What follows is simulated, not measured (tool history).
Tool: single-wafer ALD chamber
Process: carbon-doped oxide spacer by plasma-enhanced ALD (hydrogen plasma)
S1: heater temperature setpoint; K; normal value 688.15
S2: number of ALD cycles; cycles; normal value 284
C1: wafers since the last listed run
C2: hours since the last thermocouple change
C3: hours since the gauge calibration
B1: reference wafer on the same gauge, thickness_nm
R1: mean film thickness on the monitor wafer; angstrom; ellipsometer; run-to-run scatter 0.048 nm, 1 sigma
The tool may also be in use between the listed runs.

run,hour,S1,S2,C1,C2,C3,B1,R1
1,0,688.15,284,0,271.9,792.2,14.996,135.92
2,82.6,688.15,284,138,354.5,874.8,14.995,136.79
3,160.3,688.15,284,129,432.2,952.5,15.005,135.96
4,256.3,688.15,284,160,528.2,1048.5,15.009,136.56
5,341.2,688.15,284,141,613.1,1133.4,15.01,135.7
6,664.1,688.15,308,540,936,1456.3,15.008,145.83
7,701.7,697.15,284,62,973.6,1493.9,15.002,132.11
8,786.4,697.15,284,141,1058.3,1578.6,15.001,130.78
# hour 844.2: thermocouple changed; heater temperature recalibrated
9,888.2,675.15,240,156,44,1680.4,15.009,120.76
# hour 891.4: gauge calibrated
10,955.6,688.15,284,112,111.4,64.2,14.995,137.68
11,1061.8,701.15,284,177,217.6,170.4,14.998,131.87
12,1161.8,688.15,284,167,317.6,270.4,14.998,137.11
13,1201,682.15,236,65,356.8,309.6,15.008,115.69
14,1307.5,688.15,284,178,463.3,416.1,14.996,136.87
15,1350.2,678.15,246,71,506,458.8,14.997,121.92
16,1456.7,677.15,253,178,612.5,565.3,15.006,126.32
17,1508.7,684.15,238,86,664.5,617.3,14.993,115.6

Table of differences, measured result less the result of that run with no hidden state. Run-to-run variation is the same in both. Gauge scatter possibly is not:
Hidden conditions of the tool in this case: wafer temperature above the value expected at the setpoint (K); gauge reads high (%).
run,R1
1,-1.8
2,-2.05
3,-2.22
4,-2.41
5,-2.51
6,-2.95
7,-2.77
8,-2.77
9,-0.16
10,-0.59
11,-1.07
12,-1.41
13,-1.26
14,-1.75
15,-1.58
16,-1.77
17,-1.69

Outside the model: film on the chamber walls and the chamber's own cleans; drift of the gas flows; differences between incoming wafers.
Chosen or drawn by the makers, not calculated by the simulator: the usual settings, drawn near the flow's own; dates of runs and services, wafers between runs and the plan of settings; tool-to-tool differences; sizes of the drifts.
